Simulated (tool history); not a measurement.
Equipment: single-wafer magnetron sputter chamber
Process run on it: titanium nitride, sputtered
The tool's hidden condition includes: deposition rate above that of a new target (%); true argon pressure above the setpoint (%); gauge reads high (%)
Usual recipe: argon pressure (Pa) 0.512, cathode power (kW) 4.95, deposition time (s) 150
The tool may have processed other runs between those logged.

run	hour	argon pressure (Pa)	cathode power (kW)	deposition time (s)	wafers since the last listed run	wafers on the sputter target	hours since the last manometer calibration	hours since the magnet pack was replaced	hours since the gauge calibration	read-back reference wafer on the same gauge, thickness_nm	mean film thickness on the monitor wafer (nm)
1	0	0.512	4.95	165	0	1554	223.7	8639.2	733.7	131.902	133.409
# hour 130.1: gauge calibrated
2	136.1	0.512	4.95	165	1608	3163	359.8	8775.3	6	131.874	132.179
3	168.5	0.6	4.5	150	382	3546	392.2	8807.7	38.4	132.205	106.181
# hour 217.8: sputter target and shields replaced
4	218.3	0.6	4.5	150	493	5	442	8857.5	88.2	132.043	108.989
5	247.3	0.6	4.5	150	342	348	471	8886.5	117.2	132.019	108.952
6	312.1	0.512	4.95	150	765	1114	535.8	8951.3	182	132.06	122.262
7	354.7	0.512	4.95	150	503	1617	578.4	8993.9	224.6	131.984	121.951
8	423.5	0.512	4.95	150	813	2430	647.2	9062.7	293.4	132.198	122.518
9	488.9	0.512	4.95	143	772	3203	712.6	9128.1	358.8	132.14	115.583
10	527	0.512	4.95	143	450	3653	750.7	9166.2	396.9	132.062	114.306
# hour 548.1: sputter target and shields replaced
11	596.6	0.512	4.95	150	727	573	820.3	9235.8	466.5	131.855	117.653
12	632.1	0.512	4.95	150	419	992	855.8	9271.3	502	132.001	116.846
13	805.6	0.512	4.95	160	2050	3043	1029.3	9444.8	675.5	131.992	123.893
# hour 833.5: sputter target and shields replaced, repeated, since the last time left the tool worse
# hour 911.3: capacitance manometer re-zeroed and calibrated
14	938.6	0.512	4.95	160	1382	1147	27.3	9577.8	808.5	131.818	129.459
15	990.6	0.512	4.95	160	614	1761	79.3	9629.8	860.5	131.706	129.484
16	1022	0.512	4.1	166	371	2133	110.7	9661.2	891.9	132.108	111.317
17	1053.2	0.649	3.75	177	368	2501	141.9	9692.4	923.1	132.037	102.554
# hour 1083.8: magnet pack replaced
18	1118.2	0.512	6.05	176	673	3175	206.9	34.4	988.1	132.048	172.965
# hour 1176.7: sputter target and shields replaced
19	1178.8	0.512	5.3	150	621	24	267.5	95	1048.7	131.971	132.733
# hour 1184.1: gauge calibrated
20	1229.7	0.512	6	163	601	626	318.4	145.9	45.6	131.939	161.539
21	1390.2	0.386	5.3	150	1896	2523	478.9	306.4	206.1	131.947	135.445
22	1458.8	0.512	4.95	160	810	3333	547.5	375	274.7	132.296	128.816
23	1496.8	0.512	6	163	449	3782	585.5	413	312.7	131.916	158.743
# hour 1550.3: sputter target and shields replaced
24	1562.7	0.512	4.95	150	684	146	651.4	478.9	378.6	131.911	122.372
25	1592	0.592	4.95	150	346	492	680.7	508.2	407.9	131.908	119.108
26	1635.5	0.659	4.55	150	514	1007	724.2	551.7	451.4	131.852	106.195
27	1685.3	0.569	4.95	142	588	1595	774	601.5	501.2	131.944	113.408
28	1717.5	0.512	4.95	150	380	1976	806.2	633.7	533.4	131.877	120.529
29	1744.5	0.512	4.95	150	319	2295	833.2	660.7	560.4	131.957	120.71
30	1771.2	0.351	3.95	165	315	2610	859.9	687.4	587.1	132.207	113.3
31	1832.1	0.403	4.95	150	719	3330	920.8	748.3	648	131.772	125.696

Entry by entry between the runs, the difference in hidden state between the last listed run before and the first listed run after:
Runs 1 to 2: gauge calibrated (hour 130.1)
  deposition rate above that of a new target (%): -1 -> -1.91
  difference, measured minus the result without the unlogged condition, mean film thickness on the monitor wafer (nm): -1.349 -> -2.569
Runs 3 to 4: sputter target and shields replaced (hour 217.8)
  deposition rate above that of a new target (%): -2.12 -> -0.147
  difference, measured minus the result without the unlogged condition, mean film thickness on the monitor wafer (nm): -2.302 -> -0.161
Runs 10 to 11: sputter target and shields replaced (hour 548.1)
  deposition rate above that of a new target (%): -2.2 -> -4.48
  difference, measured minus the result without the unlogged condition, mean film thickness on the monitor wafer (nm): -2.572 -> -5.514
Runs 13 to 14: sputter target and shields replaced, repeated, since the last time left the tool worse (hour 833.5); capacitance manometer re-zeroed and calibrated (hour 911.3)
  deposition rate above that of a new target (%): -5.87 -> -1.21
  difference, measured minus the result without the unlogged condition, mean film thickness on the monitor wafer (nm): -7.722 -> -1.585
Runs 17 to 18: magnet pack replaced (hour 1083.8)
  deposition rate above that of a new target (%): -1.97 -> -2.4
  difference, measured minus the result without the unlogged condition, mean film thickness on the monitor wafer (nm): -2.062 -> -4.261
Runs 18 to 19: sputter target and shields replaced (hour 1176.7)
  deposition rate above that of a new target (%): -2.4 -> -0.196
  difference, measured minus the result without the unlogged condition, mean film thickness on the monitor wafer (nm): -4.261 -> -0.261
Runs 19 to 20: gauge calibrated (hour 1184.1)
  deposition rate above that of a new target (%): -0.196 -> -0.535
  difference, measured minus the result without the unlogged condition, mean film thickness on the monitor wafer (nm): -0.261 -> -0.868
Runs 23 to 24: sputter target and shields replaced (hour 1550.3)
  deposition rate above that of a new target (%): -2.31 -> -0.303
  difference, measured minus the result without the unlogged condition, mean film thickness on the monitor wafer (nm): -3.755 -> -0.372
